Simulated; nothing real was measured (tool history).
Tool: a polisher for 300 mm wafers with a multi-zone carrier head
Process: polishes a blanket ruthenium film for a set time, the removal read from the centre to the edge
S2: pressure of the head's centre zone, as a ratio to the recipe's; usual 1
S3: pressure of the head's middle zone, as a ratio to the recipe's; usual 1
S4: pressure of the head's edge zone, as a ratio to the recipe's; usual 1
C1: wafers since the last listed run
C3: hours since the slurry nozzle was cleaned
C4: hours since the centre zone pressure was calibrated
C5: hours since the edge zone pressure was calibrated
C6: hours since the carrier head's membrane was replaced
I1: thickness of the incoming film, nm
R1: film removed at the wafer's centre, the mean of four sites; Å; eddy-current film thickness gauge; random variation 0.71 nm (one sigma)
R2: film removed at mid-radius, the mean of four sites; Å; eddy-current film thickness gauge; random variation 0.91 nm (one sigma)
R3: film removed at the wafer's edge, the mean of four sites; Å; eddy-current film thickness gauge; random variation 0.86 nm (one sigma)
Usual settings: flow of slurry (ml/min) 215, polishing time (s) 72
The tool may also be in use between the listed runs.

run 1 hour=0 | flow_of_slurry_(ml/min)=215 S2=1 S3=1 S4=1 polishing_time_(s)=72 | C1=0 wafers_polished_on_this_pad=865 C3=532.9 C4=196.7 C5=641.1 C6=569.1 | I1=586.3 | R1=501 R2=493 R3=530
-- hour=6.8 slurry nozzle cleaned
-- hour=37.1 worn pad replaced by a new one
run 2 hour=56 | flow_of_slurry_(ml/min)=215 S2=1 S3=1 S4=1 polishing_time_(s)=72 | C1=337 wafers_polished_on_this_pad=125 C3=49.2 C4=252.7 C5=697.1 C6=625.1 | I1=580.1 | R1=599 R2=598 R3=592
run 3 hour=100.4 | flow_of_slurry_(ml/min)=215 S2=1 S3=1 S4=1 polishing_time_(s)=72 | C1=293 wafers_polished_on_this_pad=419 C3=93.6 C4=297.1 C5=741.5 C6=669.5 | I1=589.3 | R1=575 R2=584 R3=592
run 4 hour=170.9 | flow_of_slurry_(ml/min)=215 S2=1 S3=1 S4=1 polishing_time_(s)=72 | C1=466 wafers_polished_on_this_pad=885 C3=164.1 C4=367.6 C5=812 C6=740 | I1=569.9 | R1=548 R2=565 R3=559
-- hour=200.9 worn pad replaced by a new one
run 5 hour=209.8 | flow_of_slurry_(ml/min)=215 S2=1 S3=1 S4=1 polishing_time_(s)=72 | C1=231 wafers_polished_on_this_pad=59 C3=203 C4=406.5 C5=850.9 C6=778.9 | I1=578.1 | R1=594 R2=599 R3=581
run 6 hour=255.3 | flow_of_slurry_(ml/min)=215 S2=1 S3=1 S4=1 polishing_time_(s)=72 | C1=301 wafers_polished_on_this_pad=360 C3=248.5 C4=452 C5=896.4 C6=824.4 | I1=578.6 | R1=573 R2=581 R3=576
run 7 hour=281.2 | flow_of_slurry_(ml/min)=235 S2=1 S3=1 S4=1 polishing_time_(s)=72 | C1=171 wafers_polished_on_this_pad=531 C3=274.4 C4=477.9 C5=922.3 C6=850.3 | I1=580 | R1=582 R2=560 R3=572
-- hour=301.5 edge zone pressure recalibrated
run 8 hour=331.8 | flow_of_slurry_(ml/min)=235 S2=1 S3=1 S4=1 polishing_time_(s)=72 | C1=321 wafers_polished_on_this_pad=853 C3=325 C4=528.5 C5=30.3 C6=900.9 | I1=589.1 | R1=547 R2=549 R3=551
-- hour=349.5 worn pad replaced by a new one
run 9 hour=365.4 | flow_of_slurry_(ml/min)=235 S2=1 S3=1 S4=1 polishing_time_(s)=72 | C1=195 wafers_polished_on_this_pad=105 C3=358.6 C4=562.1 C5=63.9 C6=934.5 | I1=577 | R1=597 R2=596 R3=580
-- hour=401.1 centre zone pressure recalibrated
run 10 hour=403.1 | flow_of_slurry_(ml/min)=235 S2=1 S3=1 S4=1 polishing_time_(s)=72 | C1=236 wafers_polished_on_this_pad=341 C3=396.3 C4=2 C5=101.6 C6=972.2 | I1=581.1 | R1=563 R2=571 R3=561
run 11 hour=430.8 | flow_of_slurry_(ml/min)=215 S2=1 S3=0.9 S4=1 polishing_time_(s)=72 | C1=183 wafers_polished_on_this_pad=525 C3=424 C4=29.7 C5=129.3 C6=999.9 | I1=567.1 | R1=537 R2=539 R3=537
run 12 hour=475 | flow_of_slurry_(ml/min)=155 S2=1 S3=1 S4=1.04 polishing_time_(s)=72 | C1=292 wafers_polished_on_this_pad=817 C3=468.2 C4=73.9 C5=173.5 C6=1044.1 | I1=569.5 | R1=472 R2=481 R3=510
-- hour=499.7 worn pad replaced by a new one
-- hour=525.1 slurry nozzle cleaned
-- hour=541.9 carrier head's membrane replaced by a new one
run 13 hour=542.4 | flow_of_slurry_(ml/min)=215 S2=1 S3=1 S4=1 polishing_time_(s)=65 | C1=379 wafers_polished_on_this_pad=243 C3=17.3 C4=141.3 C5=240.9 C6=0.5 | I1=568.3 | R1=526 R2=526 R3=517
run 14 hour=602.4 | flow_of_slurry_(ml/min)=215 S2=1 S3=1 S4=1 polishing_time_(s)=72 | C1=397 wafers_polished_on_this_pad=640 C3=77.3 C4=201.3 C5=300.9 C6=60.5 | I1=580.6 | R1=563 R2=556 R3=552
run 15 hour=651.4 | flow_of_slurry_(ml/min)=245 S2=1 S3=0.96 S4=1.1 polishing_time_(s)=72 | C1=324 wafers_polished_on_this_pad=964 C3=126.3 C4=250.3 C5=349.9 C6=109.5 | I1=574 | R1=555 R2=548 R3=581
-- hour=672 worn pad replaced by a new one
run 16 hour=716.1 | flow_of_slurry_(ml/min)=215 S2=1 S3=1 S4=1 polishing_time_(s)=72 | C1=401 wafers_polished_on_this_pad=291 C3=191 C4=315 C5=414.6 C6=174.2 | I1=585.5 | R1=590 R2=599 R3=585
run 17 hour=769.8 | flow_of_slurry_(ml/min)=195 S2=1.04 S3=1 S4=0.91 polishing_time_(s)=72 | C1=355 wafers_polished_on_this_pad=647 C3=244.7 C4=368.7 C5=468.3 C6=227.9 | I1=574.2 | R1=571 R2=549 R3=529
run 18 hour=797.9 | flow_of_slurry_(ml/min)=150 S2=1 S3=0.95 S4=0.94 polishing_time_(s)=72 | C1=186 wafers_polished_on_this_pad=833 C3=272.8 C4=396.8 C5=496.4 C6=256 | I1=580.7 | R1=505 R2=520 R3=503

3 ways to go on from here, each from the tool as it stands after run 18. What would each give?
run A hour=798.3 | flow_of_slurry_(ml/min)=215 S2=1 S3=1 S4=1 polishing_time_(s)=72 | C1=2 wafers_polished_on_this_pad=835 C3=273.2 C4=397.2 C5=496.8 C6=256.4 | I1=584.7 | R1=? R2=? R3=?
run B hour=798.3 | flow_of_slurry_(ml/min)=180 S2=1 S3=1 S4=0.93 polishing_time_(s)=72 | C1=2 wafers_polished_on_this_pad=835 C3=273.2 C4=397.2 C5=496.8 C6=256.4 | I1=584.7 | R1=? R2=? R3=?
run C hour=798.3 | flow_of_slurry_(ml/min)=215 S2=0.93 S3=1 S4=0.92 polishing_time_(s)=72 | C1=2 wafers_polished_on_this_pad=835 C3=273.2 C4=397.2 C5=496.8 C6=256.4 | I1=584.7 | R1=? R2=? R3=?

run=A R1=535 R2=540 R3=561
run=B R1=516 R2=523 R3=529
run=C R1=513 R2=540 R3=539
Without the tool's hidden state the same runs would have given:
run=A R1=594 R2=598 R3=619
run=B R1=575 R2=581 R3=585
run=C R1=569 R2=598 R3=595
